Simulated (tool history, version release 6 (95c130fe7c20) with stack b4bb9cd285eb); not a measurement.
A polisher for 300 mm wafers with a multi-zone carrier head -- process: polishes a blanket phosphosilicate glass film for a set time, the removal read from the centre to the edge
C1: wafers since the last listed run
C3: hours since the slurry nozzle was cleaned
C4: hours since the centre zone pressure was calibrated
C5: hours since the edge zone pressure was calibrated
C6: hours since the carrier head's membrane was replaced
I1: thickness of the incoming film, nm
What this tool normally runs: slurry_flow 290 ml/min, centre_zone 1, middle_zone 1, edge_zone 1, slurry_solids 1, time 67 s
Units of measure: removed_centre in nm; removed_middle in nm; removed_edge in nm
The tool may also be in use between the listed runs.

run 1 hour=0 | slurry_flow=290 centre_zone=1 middle_zone=1 edge_zone=1 slurry_solids=1 time=67 | C1=0 wafers_polished_on_this_pad=796 C3=144 C4=1324.9 C5=416.5 C6=1588.8 | I1=2533.8 | removed_centre=611.3 removed_middle=608 removed_edge=622.8
run 2 hour=14 | slurry_flow=290 centre_zone=1 middle_zone=1 edge_zone=1 slurry_solids=1 time=67 | C1=100 wafers_polished_on_this_pad=896 C3=158 C4=1338.9 C5=430.5 C6=1602.8 | I1=2572.5 | removed_centre=621.6 removed_middle=604.8 removed_edge=615.4
run 3 hour=24.2 | slurry_flow=290 centre_zone=1 middle_zone=1 edge_zone=1 slurry_solids=1 time=67 | C1=73 wafers_polished_on_this_pad=969 C3=168.2 C4=1349.1 C5=440.7 C6=1613 | I1=2557 | removed_centre=621.2 removed_middle=624.8 removed_edge=627
run 4 hour=33.2 | slurry_flow=290 centre_zone=1 middle_zone=1.09 edge_zone=1 slurry_solids=1 time=67 | C1=64 wafers_polished_on_this_pad=1034 C3=177.2 C4=1358.1 C5=449.7 C6=1622 | I1=2570.1 | removed_centre=611.2 removed_middle=653.8 removed_edge=616.1
run 5 hour=47.8 | slurry_flow=290 centre_zone=1 middle_zone=1.09 edge_zone=1 slurry_solids=1 time=67 | C1=104 wafers_polished_on_this_pad=1139 C3=191.8 C4=1372.7 C5=464.3 C6=1636.6 | I1=2575.1 | removed_centre=609.1 removed_middle=645.9 removed_edge=624.5
run 6 hour=54.7 | slurry_flow=290 centre_zone=1 middle_zone=1.09 edge_zone=1 slurry_solids=1 time=67 | C1=49 wafers_polished_on_this_pad=1188 C3=198.7 C4=1379.6 C5=471.2 C6=1643.5 | I1=2515.1 | removed_centre=610.9 removed_middle=659.4 removed_edge=599
-- hour=68.1 worn pad replaced by a new one
run 7 hour=72.6 | slurry_flow=290 centre_zone=1 middle_zone=1 edge_zone=1 slurry_solids=1 time=67 | C1=99 wafers_polished_on_this_pad=31 C3=216.6 C4=1397.5 C5=489.1 C6=1661.4 | I1=2511.3 | removed_centre=607.3 removed_middle=608.1 removed_edge=622.8
run 8 hour=85.4 | slurry_flow=290 centre_zone=1 middle_zone=1 edge_zone=1 slurry_solids=1 time=67 | C1=91 wafers_polished_on_this_pad=123 C3=229.4 C4=1410.3 C5=501.9 C6=1674.2 | I1=2540.2 | removed_centre=606.7 removed_middle=598.9 removed_edge=603.9
run 9 hour=94.2 | slurry_flow=290 centre_zone=1.09 middle_zone=1.08 edge_zone=1 slurry_solids=1 time=83 | C1=63 wafers_polished_on_this_pad=186 C3=238.2 C4=1419.1 C5=510.7 C6=1683 | I1=2539.5 | removed_centre=821.7 removed_middle=815.8 removed_edge=765.4
run 10 hour=106.3 | slurry_flow=290 centre_zone=1 middle_zone=1 edge_zone=1.11 slurry_solids=1.25 time=67 | C1=86 wafers_polished_on_this_pad=273 C3=250.3 C4=1431.2 C5=522.8 C6=1695.1 | I1=2517.1 | removed_centre=679.5 removed_middle=670.7 removed_edge=706.9
-- hour=114.4 centre zone pressure recalibrated
run 11 hour=116.6 | slurry_flow=290 centre_zone=1 middle_zone=1 edge_zone=1 slurry_solids=1 time=67 | C1=59 wafers_polished_on_this_pad=333 C3=260.6 C4=2.2 C5=533.1 C6=1705.4 | I1=2534.1 | removed_centre=611.2 removed_middle=592.9 removed_edge=611.5
-- hour=123.5 edge zone pressure recalibrated
run 12 hour=130.7 | slurry_flow=290 centre_zone=1 middle_zone=1 edge_zone=1 slurry_solids=1.2 time=67 | C1=86 wafers_polished_on_this_pad=420 C3=274.7 C4=16.3 C5=7.2 C6=1719.5 | I1=2531.5 | removed_centre=659.3 removed_middle=657.2 removed_edge=663.6
run 13 hour=143.3 | slurry_flow=290 centre_zone=1 middle_zone=0.91 edge_zone=1 slurry_solids=1 time=67 | C1=90 wafers_polished_on_this_pad=510 C3=287.3 C4=28.9 C5=19.8 C6=1732.1 | I1=2481.7 | removed_centre=605.5 removed_middle=570.8 removed_edge=626.6
-- hour=147.9 slurry nozzle cleaned
-- hour=172.5 carrier head's membrane replaced by a new one, of another model than before
run 14 hour=173 | slurry_flow=220 centre_zone=1 middle_zone=1 edge_zone=1 slurry_solids=1 time=67 | C1=170 wafers_polished_on_this_pad=680 C3=25.1 C4=58.6 C5=49.5 C6=0.5 | I1=2554.4 | removed_centre=599.4 removed_middle=586.9 removed_edge=602.3
run 15 hour=181 | slurry_flow=360 centre_zone=1.12 middle_zone=1.09 edge_zone=1.1 slurry_solids=1 time=67 | C1=57 wafers_polished_on_this_pad=738 C3=33.1 C4=66.6 C5=57.5 C6=8.5 | I1=2543.9 | removed_centre=733.3 removed_middle=666.5 removed_edge=662.5
run 16 hour=196.7 | slurry_flow=290 centre_zone=1 middle_zone=1 edge_zone=1 slurry_solids=1 time=67 | C1=112 wafers_polished_on_this_pad=850 C3=48.8 C4=82.3 C5=73.2 C6=24.2 | I1=2515.6 | removed_centre=619.7 removed_middle=622.1 removed_edge=608.3
run 17 hour=209.6 | slurry_flow=290 centre_zone=1 middle_zone=1 edge_zone=1.08 slurry_solids=0.75 time=67 | C1=92 wafers_polished_on_this_pad=943 C3=61.7 C4=95.2 C5=86.1 C6=37.1 | I1=2526 | removed_centre=520.9 removed_middle=510.5 removed_edge=549.3
run 18 hour=215.9 | slurry_flow=215 centre_zone=0.96 middle_zone=1.05 edge_zone=1 slurry_solids=1 time=67 | C1=45 wafers_polished_on_this_pad=988 C3=68 C4=101.5 C5=92.4 C6=43.4 | I1=2575 | removed_centre=566.2 removed_middle=614.1 removed_edge=594.7
run 19 hour=256.5 | slurry_flow=230 centre_zone=1 middle_zone=1 edge_zone=1 slurry_solids=1 time=67 | C1=291 wafers_polished_on_this_pad=1279 C3=108.6 C4=142.1 C5=133 C6=84 | I1=2551.6 | removed_centre=596.5 removed_middle=596.7 removed_edge=600.6
run 20 hour=265.7 | slurry_flow=290 centre_zone=1 middle_zone=1 edge_zone=1.03 slurry_solids=1 time=67 | C1=66 wafers_polished_on_this_pad=1345 C3=117.8 C4=151.3 C5=142.2 C6=93.2 | I1=2509.5 | removed_centre=613.6 removed_middle=629.1 removed_edge=612.1
run 21 hour=275.4 | slurry_flow=290 centre_zone=1 middle_zone=1 edge_zone=1 slurry_solids=1 time=67 | C1=69 wafers_polished_on_this_pad=1415 C3=127.5 C4=161 C5=151.9 C6=102.9 | I1=2497.8 | removed_centre=610.4 removed_middle=606 removed_edge=605.6

Below are 5 alternative next runs, each starting from the tool's condition after run 21. Predict each:
run A hour=275.8 | slurry_flow=290 centre_zone=1 middle_zone=0.95 edge_zone=1 slurry_solids=1 time=67 | C1=2 wafers_polished_on_this_pad=1418 C3=127.9 C4=161.4 C5=152.3 C6=103.3 | I1=2573.9 | removed_centre=? removed_middle=? removed_edge=?
run B hour=275.8 | slurry_flow=225 centre_zone=1 middle_zone=1 edge_zone=0.95 slurry_solids=1 time=59 | C1=2 wafers_polished_on_this_pad=1418 C3=127.9 C4=161.4 C5=152.3 C6=103.3 | I1=2573.9 | removed_centre=? removed_middle=? removed_edge=?
run C hour=275.8 | slurry_flow=290 centre_zone=1.06 middle_zone=1 edge_zone=0.97 slurry_solids=1 time=67 | C1=2 wafers_polished_on_this_pad=1418 C3=127.9 C4=161.4 C5=152.3 C6=103.3 | I1=2573.9 | removed_centre=? removed_middle=? removed_edge=?
run D hour=275.8 | slurry_flow=350 centre_zone=1.1 middle_zone=0.92 edge_zone=1 slurry_solids=1 time=67 | C1=2 wafers_polished_on_this_pad=1418 C3=127.9 C4=161.4 C5=152.3 C6=103.3 | I1=2573.9 | removed_centre=? removed_middle=? removed_edge=?
run E hour=275.8 | slurry_flow=290 centre_zone=1 middle_zone=0.95 edge_zone=0.92 slurry_solids=0.75 time=76 | C1=2 wafers_polished_on_this_pad=1418 C3=127.9 C4=161.4 C5=152.3 C6=103.3 | I1=2573.9 | removed_centre=? removed_middle=? removed_edge=?

run=A removed_centre=612.1 removed_middle=585.4 removed_edge=626.9
run=B removed_centre=522.9 removed_middle=519 removed_edge=526.7
run=C removed_centre=665.9 removed_middle=605.6 removed_edge=617
run=D removed_centre=715.1 removed_middle=582.9 removed_edge=635.5
run=E removed_centre=583.3 removed_middle=557.9 removed_edge=573.1
What these runs would have given with no unlogged condition in the tool:
run=A removed_centre=621.6 removed_middle=593.6 removed_edge=633.6
run=B removed_centre=533 removed_middle=528 removed_edge=533.5
run=C removed_centre=676.2 removed_middle=614.1 removed_edge=623.6
run=D removed_centre=724.4 removed_middle=589.8 removed_edge=641.3
run=E removed_centre=592.3 removed_middle=565.7 removed_edge=579.2
